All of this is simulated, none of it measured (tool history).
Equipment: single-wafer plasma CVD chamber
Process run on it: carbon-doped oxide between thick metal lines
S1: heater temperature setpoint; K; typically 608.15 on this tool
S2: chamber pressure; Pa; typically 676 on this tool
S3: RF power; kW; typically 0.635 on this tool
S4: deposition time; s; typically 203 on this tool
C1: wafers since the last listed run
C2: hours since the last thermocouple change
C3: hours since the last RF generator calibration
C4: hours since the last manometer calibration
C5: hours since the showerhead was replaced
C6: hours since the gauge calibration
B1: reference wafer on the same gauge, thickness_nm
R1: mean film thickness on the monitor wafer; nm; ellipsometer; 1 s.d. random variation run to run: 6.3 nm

run	hour	S1	S2	S3	S4	C1	C2	C3	C4	C5	C6	B1	R1
1	0.0	608.15	676	0.635	203	0	175.9	483.5	1016.7	3661.9	932.5	1228.812	1337.974
# hour 69.9: capacitance manometer re-zeroed and calibrated
2	93.8	608.15	676	0.635	203	658	269.7	577.3	23.9	3755.7	1026.3	1230.865	1335.155
# hour 115.5: gauge calibrated
3	191.1	608.15	676	0.635	203	746	367.0	674.6	121.2	3853.0	75.6	1229.377	1310.759
4	228.7	608.15	676	0.635	203	288	404.6	712.2	158.8	3890.6	113.2	1230.358	1315.713
5	270.3	608.15	676	0.635	203	319	446.2	753.8	200.4	3932.2	154.8	1231.143	1317.526
6	369.3	608.15	676	0.635	203	759	545.2	852.8	299.4	4031.2	253.8	1229.373	1309.440
7	417.9	608.15	676	0.635	174	372	593.8	901.4	348.0	4079.8	302.4	1230.331	1117.778
8	456.1	608.15	676	0.635	174	293	632.0	939.6	386.2	4118.0	340.6	1228.983	1121.626
9	523.3	608.15	676	0.635	174	515	699.2	1006.8	453.4	4185.2	407.8	1230.182	1126.684
10	586.9	608.15	676	0.635	203	487	762.8	1070.4	517.0	4248.8	471.4	1230.422	1309.107
11	631.2	608.15	676	0.635	203	339	807.1	1114.7	561.3	4293.1	515.7	1230.182	1305.737
12	688.7	608.15	676	0.635	203	441	864.6	1172.2	618.8	4350.6	573.2	1229.140	1311.547
13	755.6	608.15	676	0.695	203	513	931.5	1239.1	685.7	4417.5	640.1	1230.313	1403.362
14	834.8	608.15	676	0.635	203	607	1010.7	1318.3	764.9	4496.7	719.3	1230.343	1291.833
15	870.9	608.15	591	0.590	203	276	1046.8	1354.4	801.0	4532.8	755.4	1231.632	1194.932
16	970.7	622.15	676	0.635	235	765	1146.6	1454.2	900.8	4632.6	855.2	1230.195	1430.376
17	1036.1	608.15	769	0.730	178	501	1212.0	1519.6	966.2	4698.0	920.6	1229.257	1270.383
18	1108.1	596.15	676	0.635	203	552	1284.0	1591.6	1038.2	4770.0	992.6	1230.881	1336.856
# hour 1130.6: showerhead replaced
19	1151.3	613.15	508	0.520	225	270	1327.2	1634.8	1081.4	20.7	1035.8	1228.802	1133.950
# hour 1175.1: RF generator calibrated
# hour 1192.5: gauge calibrated
20	1198.8	598.15	676	0.635	203	302	1374.7	23.7	1128.9	68.2	6.3	1229.319	1382.725
# hour 1270.0: capacitance manometer re-zeroed and calibrated
21	1291.1	621.15	517	0.635	203	646	1467.0	116.0	21.1	160.5	98.6	1229.003	1230.751
# hour 1339.2: thermocouple changed; heater temperature recalibrated
22	1342.6	608.15	676	0.635	203	333	3.4	167.5	72.6	212.0	150.1	1229.024	1331.083
23	1443.0	599.15	804	0.670	180	770	103.8	267.9	173.0	312.4	250.5	1230.031	1277.389
24	1511.6	608.15	676	0.635	203	526	172.4	336.5	241.6	381.0	319.1	1228.377	1320.423
25	1578.2	608.15	676	0.635	214	510	239.0	403.1	308.2	447.6	385.7	1231.037	1390.322
26	1675.7	608.15	676	0.635	203	747	336.5	500.6	405.7	545.1	483.2	1228.964	1306.935

Forecast each of these 3 alternatives for the next run:
A	1676.2	608.15	676	0.635	203	3	337.0	501.1	406.2	545.6	483.7	?	?
B	1676.2	608.15	676	0.545	176	3	337.0	501.1	406.2	545.6	483.7	?	?
C	1676.2	594.15	525	0.725	164	3	337.0	501.1	406.2	545.6	483.7	?	?

run	B1	R1
A	1229.750	1309.571
B	1229.750	994.243
C	1229.750	1212.797
Stripped of hidden state, with their random variation kept, the same runs would have yielded:
run	R1
A	1330.698
B	1010.900
C	1231.801
